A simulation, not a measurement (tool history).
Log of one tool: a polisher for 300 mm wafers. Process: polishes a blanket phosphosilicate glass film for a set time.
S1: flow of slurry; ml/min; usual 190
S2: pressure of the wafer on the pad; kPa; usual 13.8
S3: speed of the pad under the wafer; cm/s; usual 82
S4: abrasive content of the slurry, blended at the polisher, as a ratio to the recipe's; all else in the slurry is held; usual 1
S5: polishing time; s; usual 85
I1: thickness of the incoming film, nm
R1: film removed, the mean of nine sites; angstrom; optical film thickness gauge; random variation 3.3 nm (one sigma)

run	hour	S1	S2	S3	S4	S5	I1	R1
1	0	190	13.8	82	1	85	2790.7	3804
# hour 105.5: conditioning disc replaced and pad reconditioned
# hour 106.1: worn pad replaced by a new one
2	121.4	190	13.8	82	1	85	2780.9	3793
# hour 140.5: slurry blender recalibrated
3	192.9	190	13.8	82	1	74	2705.5	3221
4	218.2	190	13.8	82	1	74	2801.5	3201
5	271	190	13.8	82	1	74	2750.2	3148
# hour 296.8: worn pad replaced by a new one
# hour 297.2: head pressure recalibrated
6	302	190	13.8	82	1	85	2712.7	3515
# hour 320.2: slurry nozzle cleaned
7	347.8	190	13.8	82	1	85	2781.3	3828
# hour 354.6: slurry blender recalibrated
# hour 366.1: conditioning disc replaced and pad reconditioned
8	399.2	190	13.8	82	1	85	2785.1	3837
9	431.9	190	13.8	82	1	85	2781.6	3771
# hour 456.6: worn pad replaced by a new one
10	499.2	190	17.2	82	1	85	2792.6	4731
11	531.6	190	10.3	82	1	85	2790.3	2784
# hour 557.4: slurry blender recalibrated
12	590.6	190	13.8	62	1	95	2777.6	3265
# hour 626.8: worn pad replaced by a new one
13	627.6	190	13.8	82	0.75	56	2712.9	2061
14	651.9	190	13.8	82	1.3	85	2706.5	3782
# hour 655.2: conditioning disc replaced and pad reconditioned
# hour 691.4: slurry nozzle cleaned
15	695.5	190	13.8	82	1	85	2730.6	3836
# hour 733: slurry blender recalibrated
# hour 739: head pressure recalibrated
16	759.2	165	17.2	82	1	85	2711.8	4691
# hour 781.3: worn pad replaced by a new one
17	796.9	150	15.9	82	1	85	2784.4	4178
18	824.6	190	13.8	82	1	85	2776.8	3774
# hour 870.6: conditioning disc replaced and pad reconditioned
19	871.1	190	13.8	104	1	85	2749.6	4567

Some steps in R1 between neighbouring runs. How much of each would the tool show without its hidden state too (settings, what came in, random variation), and how much is left for the hidden state, with any gauge scatter that isn't in both results?
The hidden state here: removal rate lost through wear of the pad, %; slurry flow missing at the pad, %; deviation of the head's pressure from its setpoint, %; abrasive missing from the slurry, %; time polished since the conditioner stopped cutting, s.
Run 10 -> 11: S2 17.2 -> 10.3. R1 -1947 angstrom: hidden state +13, all else -1960.
Run 14 -> 15: S4 1.3 -> 1, conditioning disc replaced and pad reconditioned, slurry nozzle cleaned. R1 +54 angstrom: hidden state +379, all else -325.

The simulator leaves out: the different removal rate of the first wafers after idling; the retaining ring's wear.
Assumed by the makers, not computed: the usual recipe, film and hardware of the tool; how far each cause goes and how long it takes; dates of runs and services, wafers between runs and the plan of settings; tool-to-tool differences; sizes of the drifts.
